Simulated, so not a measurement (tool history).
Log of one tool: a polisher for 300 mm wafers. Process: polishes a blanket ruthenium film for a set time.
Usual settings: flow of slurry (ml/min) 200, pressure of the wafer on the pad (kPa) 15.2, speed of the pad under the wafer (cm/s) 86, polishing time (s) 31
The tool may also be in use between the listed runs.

run	hour	flow of slurry (ml/min)	pressure of the wafer on the pad (kPa)	speed of the pad under the wafer (cm/s)	polishing time (s)	wafers since the last listed run	wafers polished on this pad	hours since the slurry nozzle was cleaned	hours since the head pressure was calibrated	incoming thickness of the incoming film, nm	film removed (nm)
1	0.0	200	15.2	86	31	0	1461	383.8	490.1	600.0	32.8
2	73.5	200	15.2	86	31	828	2289	457.3	563.6	591.3	32.9
3	150.3	200	15.2	86	31	865	3154	534.1	640.4	599.4	32.3
4	234.8	200	15.2	86	31	951	4106	618.6	724.9	588.9	32.7
# hour 251.5: slurry nozzle cleaned
# hour 289.2: head pressure recalibrated
5	297.9	200	15.2	86	31	677	4783	46.4	8.7	587.9	30.6
6	364.0	200	15.2	86	31	744	5528	112.5	74.8	585.8	30.4
# hour 402.9: worn pad replaced by a new one
7	451.3	200	15.2	86	35	938	545	199.8	162.1	591.3	35.6
8	534.2	200	15.2	64	28	933	1479	282.7	245.0	576.8	21.7
9	615.0	200	15.2	64	28	910	2389	363.5	325.8	589.8	21.9
10	680.5	200	15.2	64	28	737	3127	429.0	391.3	592.7	21.6
11	725.3	200	15.2	86	26	504	3632	473.8	436.1	587.8	26.8
12	820.8	200	15.2	86	26	1075	4708	569.3	531.6	590.3	27.0
# hour 856.0: slurry nozzle cleaned
13	911.6	200	11.0	86	31	1011	5719	55.6	622.4	582.7	27.0
# hour 926.8: worn pad replaced by a new one
14	993.7	200	15.2	86	34	879	754	137.7	704.5	591.0	35.6
# hour 1033.8: head pressure recalibrated
15	1100.5	200	15.2	86	34	1180	1934	244.5	66.7	578.1	34.2
16	1145.6	200	19.3	86	31	508	2442	289.6	111.8	587.2	37.3
17	1218.8	200	19.3	86	31	824	3267	362.8	185.0	590.3	37.0
18	1281.7	200	15.2	86	36	708	3976	425.7	247.9	599.0	36.6
19	1364.7	200	15.2	86	36	935	4911	508.7	330.9	592.2	37.8
20	1407.2	170	15.2	86	31	478	5390	551.2	373.4	585.3	32.3
# hour 1455.8: worn pad replaced by a new one
21	1483.0	165	15.2	86	35	808	306	627.0	449.2	596.7	36.8
# hour 1487.1: slurry nozzle cleaned
22	1550.6	245	11.7	106	41	750	1057	63.5	516.8	588.3	47.2
23	1621.4	200	15.2	86	36	797	1854	134.3	587.6	591.6	38.2
24	1712.2	145	15.2	86	31	1022	2877	225.1	678.4	584.4	32.4
# hour 1806.6: head pressure recalibrated
25	1818.3	135	13.1	60	24	1172	4050	331.2	11.7	602.9	14.8
26	1909.3	200	15.2	86	31	1025	5075	422.2	102.7	593.8	31.1
27	2001.9	255	18.6	76	36	1043	6118	514.8	195.3	589.7	37.9
# hour 2080.6: worn pad replaced by a new one, of another model than before
28	2101.9	200	15.2	68	31	1081	240	614.8	295.3	600.2	29.6
# hour 2153.0: slurry nozzle cleaned
29	2176.1	180	15.2	98	31	824	1064	23.1	369.5	599.3	34.8
30	2458.7	200	10.3	86	38	3183	4248	305.7	652.1	586.5	31.3
31	2496.7	200	10.3	66	31	428	4676	343.7	690.1	583.5	22.3
# hour 2531.6: head pressure recalibrated
32	2535.9	200	15.2	68	31	419	5095	382.9	4.3	589.9	27.5
33	2630.6	220	18.6	86	22	1066	6162	477.6	99.0	585.9	26.8
# hour 2667.7: slurry nozzle cleaned
# hour 2669.2: worn pad replaced by a new one
34	2711.7	145	15.2	116	31	885	478	44.0	180.1	585.1	37.8
35	2766.6	200	15.2	86	31	618	1097	98.9	235.0	589.0	32.5
36	2858.3	140	18.6	96	31	1033	2130	190.6	326.7	590.6	40.2
37	2956.2	235	12.4	70	28	1102	3233	288.5	424.6	588.9	23.4
38	3010.1	200	10.3	86	31	607	3840	342.4	478.5	579.8	25.4

How the hidden state differs across the entries between the runs, from the last listed run before each to the first after it:
Between runs 4 and 5: slurry nozzle cleaned (hour 251.5); head pressure recalibrated (hour 289.2)
  deviation of the head's pressure from its setpoint, %: 12 -> 0.0429
  measured less the result without the state, film removed (nm): +2.2 -> +0.0
Between runs 6 and 7: worn pad replaced by a new one (hour 402.9)
  deviation of the head's pressure from its setpoint, %: 2.81 -> 5.52
  measured less the result without the state, film removed (nm): +0.5 -> +1.1
Between runs 12 and 13: slurry nozzle cleaned (hour 856.0)
  deviation of the head's pressure from its setpoint, %: 10.7 -> 11.1
  measured less the result without the state, film removed (nm): +1.6 -> +1.7
Between runs 13 and 14: worn pad replaced by a new one (hour 926.8)
  deviation of the head's pressure from its setpoint, %: 11.1 -> 11.4
  measured less the result without the state, film removed (nm): +1.7 -> +2.3
Between runs 14 and 15: head pressure recalibrated (hour 1033.8)
  deviation of the head's pressure from its setpoint, %: 11.4 -> 4.51
  measured less the result without the state, film removed (nm): +2.3 -> +0.9
Between runs 20 and 21: worn pad replaced by a new one (hour 1455.8)
  deviation of the head's pressure from its setpoint, %: 11.3 -> 12
  measured less the result without the state, film removed (nm): +2.1 -> +2.5
Between runs 21 and 22: slurry nozzle cleaned (hour 1487.1)
  deviation of the head's pressure from its setpoint, %: 12 -> 12.6
  measured less the result without the state, film removed (nm): +2.5 -> +3.3
Between runs 24 and 25: head pressure recalibrated (hour 1806.6)
  deviation of the head's pressure from its setpoint, %: 13.3 -> 2.07
  measured less the result without the state, film removed (nm): +2.4 -> +0.2
Between runs 27 and 28: worn pad replaced by a new one, of another model than before (hour 2080.6)
  deviation of the head's pressure from its setpoint, %: 8.23 -> 10.1
  measured less the result without the state, film removed (nm): +1.8 -> +2.1
Between runs 28 and 29: slurry nozzle cleaned (hour 2153.0)
  deviation of the head's pressure from its setpoint, %: 10.1 -> 11.1
  measured less the result without the state, film removed (nm): +2.1 -> +2.7
Between runs 31 and 32: head pressure recalibrated (hour 2531.6)
  deviation of the head's pressure from its setpoint, %: 13.3 -> 2.16
  measured less the result without the state, film removed (nm): +2.0 -> +0.5
Between runs 33 and 34: slurry nozzle cleaned (hour 2667.7); worn pad replaced by a new one (hour 2669.2)
  deviation of the head's pressure from its setpoint, %: 5.98 -> 8.3
  measured less the result without the state, film removed (nm): +1.2 -> +2.3
